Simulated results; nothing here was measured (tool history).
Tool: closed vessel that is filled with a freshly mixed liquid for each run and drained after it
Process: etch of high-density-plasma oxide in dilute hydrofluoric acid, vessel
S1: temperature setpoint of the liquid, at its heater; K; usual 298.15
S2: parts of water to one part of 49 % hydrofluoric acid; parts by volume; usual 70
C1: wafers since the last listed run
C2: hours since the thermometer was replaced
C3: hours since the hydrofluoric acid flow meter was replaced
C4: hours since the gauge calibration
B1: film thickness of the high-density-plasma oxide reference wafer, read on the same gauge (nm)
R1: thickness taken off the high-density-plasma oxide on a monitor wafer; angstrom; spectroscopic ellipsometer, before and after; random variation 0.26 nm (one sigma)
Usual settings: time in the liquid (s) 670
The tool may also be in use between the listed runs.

{"run": 1, "hour": 0.0, "S1": 298.15, "S2": 70, "time in the liquid (s)": 670, "C1": 0, "C2": 2264.6, "C3": 1513.2, "C4": 18.6, "B1": 59.98, "R1": 602.8}
{"run": 2, "hour": 12.5, "S1": 298.15, "S2": 70, "time in the liquid (s)": 670, "C1": 876, "C2": 2277.1, "C3": 1525.7, "C4": 31.1, "B1": 60.03, "R1": 597.7}
{"run": 3, "hour": 32.7, "S1": 298.15, "S2": 70, "time in the liquid (s)": 570, "C1": 1416, "C2": 2297.3, "C3": 1545.9, "C4": 51.3, "B1": 60.02, "R1": 513.4}
{"run": 4, "hour": 46.3, "S1": 298.15, "S2": 70, "time in the liquid (s)": 570, "C1": 953, "C2": 2310.9, "C3": 1559.5, "C4": 64.9, "B1": 60.01, "R1": 513.2}
{"run": 5, "hour": 66.1, "S1": 298.15, "S2": 70, "time in the liquid (s)": 570, "C1": 1388, "C2": 2330.7, "C3": 1579.3, "C4": 84.7, "B1": 59.99, "R1": 514.7}
{"run": 6, "hour": 87.4, "S1": 298.15, "S2": 70, "time in the liquid (s)": 855, "C1": 1493, "C2": 2352.0, "C3": 1600.6, "C4": 106.0, "B1": 59.99, "R1": 767.5}
{"run": 7, "hour": 116.4, "S1": 298.15, "S2": 70, "time in the liquid (s)": 855, "C1": 2033, "C2": 2381.0, "C3": 1629.6, "C4": 135.0, "B1": 60.02, "R1": 768.5}
{"run": 8, "hour": 142.5, "S1": 298.15, "S2": 70, "time in the liquid (s)": 855, "C1": 1829, "C2": 2407.1, "C3": 1655.7, "C4": 161.1, "B1": 60.02, "R1": 766.9}
{"run": 9, "hour": 176.4, "S1": 298.15, "S2": 70, "time in the liquid (s)": 670, "C1": 2376, "C2": 2441.0, "C3": 1689.6, "C4": 195.0, "B1": 59.99, "R1": 611.6}
{"run": 10, "hour": 210.2, "S1": 298.15, "S2": 70, "time in the liquid (s)": 670, "C1": 2369, "C2": 2474.8, "C3": 1723.4, "C4": 228.8, "B1": 59.98, "R1": 605.6}
{"run": 11, "hour": 241.1, "S1": 298.15, "S2": 70, "time in the liquid (s)": 670, "C1": 2166, "C2": 2505.7, "C3": 1754.3, "C4": 259.7, "B1": 60.01, "R1": 606.4}
{"run": 12, "hour": 274.2, "S1": 298.15, "S2": 70, "time in the liquid (s)": 670, "C1": 2320, "C2": 2538.8, "C3": 1787.4, "C4": 292.8, "B1": 60.03, "R1": 615.0}
{"run": 13, "hour": 293.5, "S1": 298.15, "S2": 70, "time in the liquid (s)": 580, "C1": 1353, "C2": 2558.1, "C3": 1806.7, "C4": 312.1, "B1": 60.02, "R1": 528.8}
{"hour": 315.6, "done": "hydrofluoric acid flow meter replaced"}
{"run": 14, "hour": 321.5, "S1": 295.65, "S2": 45, "time in the liquid (s)": 435, "C1": 1893, "C2": 2586.1, "C3": 5.9, "C4": 340.1, "B1": 59.98, "R1": 507.8}
{"run": 15, "hour": 356.7, "S1": 302.15, "S2": 85, "time in the liquid (s)": 960, "C1": 2467, "C2": 2621.3, "C3": 41.1, "C4": 375.3, "B1": 60.01, "R1": 724.0}
{"hour": 368.6, "done": "thermometer replaced"}
{"run": 16, "hour": 379.2, "S1": 298.15, "S2": 70, "time in the liquid (s)": 670, "C1": 1507, "C2": 10.6, "C3": 63.6, "C4": 397.8, "B1": 60.0, "R1": 538.7}
{"run": 17, "hour": 412.0, "S1": 298.15, "S2": 70, "time in the liquid (s)": 670, "C1": 2299, "C2": 43.4, "C3": 96.4, "C4": 430.6, "B1": 59.99, "R1": 538.6}
{"hour": 439.4, "done": "gauge calibrated"}
{"run": 18, "hour": 445.2, "S1": 294.15, "S2": 70, "time in the liquid (s)": 670, "C1": 2327, "C2": 76.6, "C3": 129.6, "C4": 5.8, "B1": 60.0, "R1": 458.6}
{"run": 19, "hour": 476.0, "S1": 298.15, "S2": 40, "time in the liquid (s)": 1065, "C1": 2159, "C2": 107.4, "C3": 160.4, "C4": 36.6, "B1": 60.01, "R1": 1571.0}
{"run": 20, "hour": 492.8, "S1": 298.15, "S2": 70, "time in the liquid (s)": 670, "C1": 1177, "C2": 124.2, "C3": 177.2, "C4": 53.4, "B1": 60.04, "R1": 540.1}
{"run": 21, "hour": 510.2, "S1": 298.15, "S2": 85, "time in the liquid (s)": 475, "C1": 1219, "C2": 141.6, "C3": 194.6, "C4": 70.8, "B1": 60.01, "R1": 311.4}
{"run": 22, "hour": 544.8, "S1": 294.65, "S2": 80, "time in the liquid (s)": 1065, "C1": 2425, "C2": 176.2, "C3": 229.2, "C4": 105.4, "B1": 59.99, "R1": 647.8}
{"run": 23, "hour": 573.5, "S1": 296.15, "S2": 60, "time in the liquid (s)": 420, "C1": 2012, "C2": 204.9, "C3": 257.9, "C4": 134.1, "B1": 59.99, "R1": 373.7}
{"run": 24, "hour": 604.1, "S1": 298.15, "S2": 70, "time in the liquid (s)": 670, "C1": 2145, "C2": 235.5, "C3": 288.5, "C4": 164.7, "B1": 60.01, "R1": 549.6}
{"run": 25, "hour": 630.8, "S1": 296.15, "S2": 45, "time in the liquid (s)": 800, "C1": 1871, "C2": 262.2, "C3": 315.2, "C4": 191.4, "B1": 60.02, "R1": 968.5}
{"run": 26, "hour": 647.7, "S1": 294.15, "S2": 40, "time in the liquid (s)": 890, "C1": 1184, "C2": 279.1, "C3": 332.1, "C4": 208.3, "B1": 60.01, "R1": 1130.1}

3 ways to go on from here, each from the tool as it stands after run 26. What would each give?
{"run": "A", "hour": 648.5, "S1": 298.15, "S2": 70, "time in the liquid (s)": 670, "C1": 56, "C2": 279.9, "C3": 332.9, "C4": 209.1, "B1": "?", "R1": "?"}
{"run": "B", "hour": 648.5, "S1": 302.15, "S2": 55, "time in the liquid (s)": 385, "C1": 56, "C2": 279.9, "C3": 332.9, "C4": 209.1, "B1": "?", "R1": "?"}
{"run": "C", "hour": 648.5, "S1": 296.15, "S2": 95, "time in the liquid (s)": 955, "C1": 56, "C2": 279.9, "C3": 332.9, "C4": 209.1, "B1": "?", "R1": "?"}

run=A B1=60.05 R1=545.3
run=B B1=60.05 R1=477.3
run=C B1=60.05 R1=512.4
Without the tool's hidden state the same runs would have given:
run=A R1=529.0
run=B R1=463.2
run=C R1=496.8

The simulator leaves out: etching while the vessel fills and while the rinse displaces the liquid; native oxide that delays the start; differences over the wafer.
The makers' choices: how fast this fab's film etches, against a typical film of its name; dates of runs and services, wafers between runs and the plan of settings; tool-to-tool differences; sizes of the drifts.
